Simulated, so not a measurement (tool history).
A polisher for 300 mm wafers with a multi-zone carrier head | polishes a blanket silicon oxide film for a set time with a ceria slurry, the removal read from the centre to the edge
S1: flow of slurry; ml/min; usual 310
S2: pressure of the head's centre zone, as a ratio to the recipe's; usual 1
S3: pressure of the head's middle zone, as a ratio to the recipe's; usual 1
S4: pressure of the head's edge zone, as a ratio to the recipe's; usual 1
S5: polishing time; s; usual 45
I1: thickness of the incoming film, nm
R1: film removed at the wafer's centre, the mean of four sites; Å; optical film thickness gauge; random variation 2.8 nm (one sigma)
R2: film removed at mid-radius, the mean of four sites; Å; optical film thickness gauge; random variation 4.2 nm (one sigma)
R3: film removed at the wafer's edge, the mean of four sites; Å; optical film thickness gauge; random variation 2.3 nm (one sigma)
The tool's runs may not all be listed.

{"run": 1, "hour": 0.0, "S1": 310, "S2": 1, "S3": 1, "S4": 1, "S5": 45, "I1": 949.1, "R1": 2800, "R2": 2809, "R3": 2750}
{"run": 2, "hour": 29.8, "S1": 245, "S2": 0.95, "S3": 0.94, "S4": 1, "S5": 33, "I1": 950.5, "R1": 1919, "R2": 1899, "R3": 1984}
{"run": 3, "hour": 72.9, "S1": 310, "S2": 1, "S3": 1.05, "S4": 1, "S5": 45, "I1": 972.5, "R1": 2815, "R2": 2929, "R3": 2790}
{"run": 4, "hour": 120.4, "S1": 310, "S2": 1.04, "S3": 1, "S4": 1, "S5": 60, "I1": 965.4, "R1": 3991, "R2": 3721, "R3": 3626}
{"run": 5, "hour": 181.8, "S1": 310, "S2": 0.93, "S3": 0.93, "S4": 1, "S5": 59, "I1": 954, "R1": 3509, "R2": 3444, "R3": 3616}
{"hour": 209.1, "done": "slurry nozzle cleaned"}
{"run": 6, "hour": 216.3, "S1": 310, "S2": 1, "S3": 1, "S4": 1.06, "S5": 45, "I1": 959.7, "R1": 2841, "R2": 2811, "R3": 2848}
{"hour": 232.3, "done": "edge zone pressure recalibrated"}
{"hour": 266.1, "done": "worn pad replaced by a new one"}
{"run": 7, "hour": 276.5, "S1": 310, "S2": 1.07, "S3": 1, "S4": 0.92, "S5": 45, "I1": 983.5, "R1": 2969, "R2": 2719, "R3": 2620}
{"hour": 294.1, "done": "carrier head's membrane replaced by a new one"}
{"run": 8, "hour": 307.3, "S1": 310, "S2": 1.05, "S3": 1, "S4": 1, "S5": 32, "I1": 953.3, "R1": 2089, "R2": 1961, "R3": 1941}
{"hour": 342.7, "done": "centre zone pressure recalibrated"}
{"run": 9, "hour": 358.5, "S1": 275, "S2": 0.93, "S3": 1, "S4": 1, "S5": 45, "I1": 967.8, "R1": 2591, "R2": 2727, "R3": 2726}
{"run": 10, "hour": 421.8, "S1": 310, "S2": 1, "S3": 1, "S4": 1, "S5": 45, "I1": 978.1, "R1": 2893, "R2": 2858, "R3": 2713}
{"run": 11, "hour": 455.6, "S1": 310, "S2": 1, "S3": 1, "S4": 1, "S5": 45, "I1": 972.5, "R1": 2855, "R2": 2788, "R3": 2742}
{"run": 12, "hour": 527.4, "S1": 345, "S2": 1, "S3": 1.07, "S4": 1, "S5": 45, "I1": 982.7, "R1": 2874, "R2": 2963, "R3": 2774}
{"run": 13, "hour": 570.9, "S1": 310, "S2": 1, "S3": 1.07, "S4": 1, "S5": 45, "I1": 964.5, "R1": 2810, "R2": 3006, "R3": 2797}
{"run": 14, "hour": 617.5, "S1": 310, "S2": 1.07, "S3": 1, "S4": 1.08, "S5": 45, "I1": 965.2, "R1": 3036, "R2": 2839, "R3": 2889}
{"hour": 674.4, "done": "worn pad replaced by a new one"}
{"hour": 687.6, "done": "slurry nozzle cleaned"}
{"run": 15, "hour": 688.1, "S1": 310, "S2": 1, "S3": 1, "S4": 1.11, "S5": 52, "I1": 964.3, "R1": 3210, "R2": 3305, "R3": 3318}
{"run": 16, "hour": 718.2, "S1": 215, "S2": 1, "S3": 1, "S4": 0.9, "S5": 58, "I1": 959.6, "R1": 3466, "R2": 3485, "R3": 3259}
{"run": 17, "hour": 750.1, "S1": 310, "S2": 1, "S3": 1, "S4": 1.09, "S5": 45, "I1": 971.7, "R1": 2780, "R2": 2780, "R3": 2860}
{"run": 18, "hour": 790.7, "S1": 380, "S2": 0.96, "S3": 1, "S4": 1, "S5": 45, "I1": 979, "R1": 2834, "R2": 2882, "R3": 2783}
{"run": 19, "hour": 852.8, "S1": 310, "S2": 1, "S3": 1, "S4": 1, "S5": 45, "I1": 962.5, "R1": 2818, "R2": 2732, "R3": 2746}
{"run": 20, "hour": 890.5, "S1": 310, "S2": 1, "S3": 1, "S4": 1, "S5": 45, "I1": 974, "R1": 2794, "R2": 2727, "R3": 2720}

The next listed run, before its measurement:
{"run": 21, "hour": 939.9, "S1": 245, "S2": 0.95, "S3": 0.94, "S4": 1, "S5": 33, "I1": 969, "R1": "?", "R2": "?", "R3": "?"}

R1: 1911 Å
R2: 1838 Å
R3: 1957 Å
Without the tool's hidden state the same run would have given R1 1911 Å, R2 1838 Å, R3 1957 Å.

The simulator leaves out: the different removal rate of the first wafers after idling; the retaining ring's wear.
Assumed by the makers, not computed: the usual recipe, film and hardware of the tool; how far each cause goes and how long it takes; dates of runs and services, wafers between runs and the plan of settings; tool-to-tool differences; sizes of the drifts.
